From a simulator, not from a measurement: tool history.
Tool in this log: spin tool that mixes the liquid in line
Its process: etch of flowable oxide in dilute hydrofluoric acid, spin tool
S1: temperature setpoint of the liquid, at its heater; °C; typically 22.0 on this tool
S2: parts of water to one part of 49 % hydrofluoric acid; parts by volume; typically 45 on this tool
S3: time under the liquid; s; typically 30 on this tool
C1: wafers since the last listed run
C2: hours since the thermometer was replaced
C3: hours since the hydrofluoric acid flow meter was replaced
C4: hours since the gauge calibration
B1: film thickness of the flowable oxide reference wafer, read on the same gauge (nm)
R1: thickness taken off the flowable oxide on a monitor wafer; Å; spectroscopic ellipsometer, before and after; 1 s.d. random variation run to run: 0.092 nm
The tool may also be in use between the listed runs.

run,hour,S1,S2,S3,C1,C2,C3,C4,B1,R1
1,0.0,22.0,50,30,0,1262.1,414.6,469.2,110.03,217.6
2,45.9,22.0,50,30,481,1308.0,460.5,515.1,109.99,216.5
3,92.7,22.0,45,30,490,1354.8,507.3,561.9,109.98,243.9
# hour 114.2: gauge calibrated
4,200.4,22.0,45,30,1129,1462.5,615.0,86.2,110.02,245.9
5,266.6,22.0,45,30,694,1528.7,681.2,152.4,110.02,244.5
6,362.3,22.0,60,30,1003,1624.4,776.9,248.1,109.99,180.1
7,444.4,22.0,60,30,861,1706.5,859.0,330.2,109.97,181.6
# hour 446.2: thermometer replaced
8,538.4,22.0,45,30,975,92.2,953.0,424.2,110.01,247.4
9,624.8,23.5,35,40,906,178.6,1039.4,510.6,109.94,459.1
# hour 637.1: gauge calibrated
# hour 693.8: hydrofluoric acid flow meter replaced
10,718.7,26.0,45,25,974,272.5,24.9,81.6,110.05,235.8
11,780.5,26.0,45,25,648,334.3,86.7,143.4,110.02,237.2
12,865.4,22.0,45,15,890,419.2,171.6,228.3,110.01,120.2
13,944.9,20.5,30,30,833,498.7,251.1,307.8,109.99,346.1
14,983.5,22.0,45,45,404,537.3,289.7,346.4,110.03,362.9

3 ways to go on from here, each from the tool as it stands after run 14. What would each give?
A,983.9,22.0,45,30,4,537.7,290.1,346.8,?,?
B,983.9,22.0,45,40,4,537.7,290.1,346.8,?,?
C,983.9,19.0,60,45,4,537.7,290.1,346.8,?,?

run,B1,R1
A,109.99,241.8
B,109.99,322.4
C,109.99,235.4
Without the tool's hidden state the same runs would have given:
run,R1
A,237.8
B,317.1
C,231.4
